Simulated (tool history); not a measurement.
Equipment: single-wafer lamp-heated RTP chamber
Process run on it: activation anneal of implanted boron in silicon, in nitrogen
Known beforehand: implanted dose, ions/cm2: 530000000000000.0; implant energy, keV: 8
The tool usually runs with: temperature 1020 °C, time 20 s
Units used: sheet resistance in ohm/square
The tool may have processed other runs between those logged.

| run | day | temperature | time | read-back reference wafer on the same gauge, sheet resistance | sheet resistance |
|---|---|---|---|---|---|
| 1 | 0.000 | 1020 | 20 | 220.47 | 223.93 |
| 2 | 1.108 | 1020 | 20 | 220.58 | 224.67 |
| 3 | 2.392 | 1020 | 20 | 220.73 | 224.78 |
| 4 | 3.608 | 1020 | 20 | 220.81 | 224.57 |
| 5 | 4.842 | 1033 | 20 | 221.02 | 223.47 |
| 6 | 5.917 | 1033 | 20 | 221.18 | 224.05 |
| 7 | 7.062 | 1020 | 20 | 221.36 | 224.82 |
| 8 | 8.271 | 1020 | 20 | 221.57 | 225.05 |
|  | 9.642 | gauge calibrated |
| 9 | 9.729 | 1020 | 20 | 219.96 | 223.73 |
| 10 | 10.917 | 1020 | 20 | 219.93 | 224.03 |
| 11 | 12.229 | 1020 | 23 | 219.89 | 223.50 |
| 12 | 13.350 | 994 | 13 | 220.00 | 229.89 |
|  | 14.521 | reflector plate cleaned |
| 13 | 14.804 | 1031 | 31 | 220.00 | 221.58 |
| 14 | 15.938 | 1004 | 29 | 220.15 | 225.06 |
|  | 16.279 | pyrometer window cleaned and pyrometer calibrated |
| 15 | 16.712 | 1020 | 20 | 220.25 | 223.76 |
| 16 | 17.579 | 1006 | 14 | 220.30 | 226.38 |
| 17 | 18.488 | 995 | 9 | 220.31 | 230.45 |
| 18 | 19.917 | 1035 | 27 | 220.41 | 222.99 |
| 19 | 20.692 | 1020 | 20 | 220.57 | 224.68 |
| 20 | 21.838 | 1031 | 13 | 220.72 | 224.52 |
| 21 | 22.862 | 1020 | 20 | 220.87 | 224.57 |

Alternative continuations, all from the tool just after run 21; predict every row:
| A | 22.879 | 1020 | 20 | ? | ? |
| B | 22.879 | 997 | 10 | ? | ? |
| C | 22.879 | 1050 | 25 | ? | ? |

| run | read-back reference wafer on the same gauge, sheet resistance | sheet resistance |
|---|---|---|
| A | 220.81 | 224.61 |
| B | 220.81 | 229.94 |
| C | 220.81 | 222.15 |
Without the tool's unlogged condition, the same runs would have read:
| run | sheet resistance |
|---|---|
| A | 223.76 |
| B | 229.06 |
| C | 221.30 |
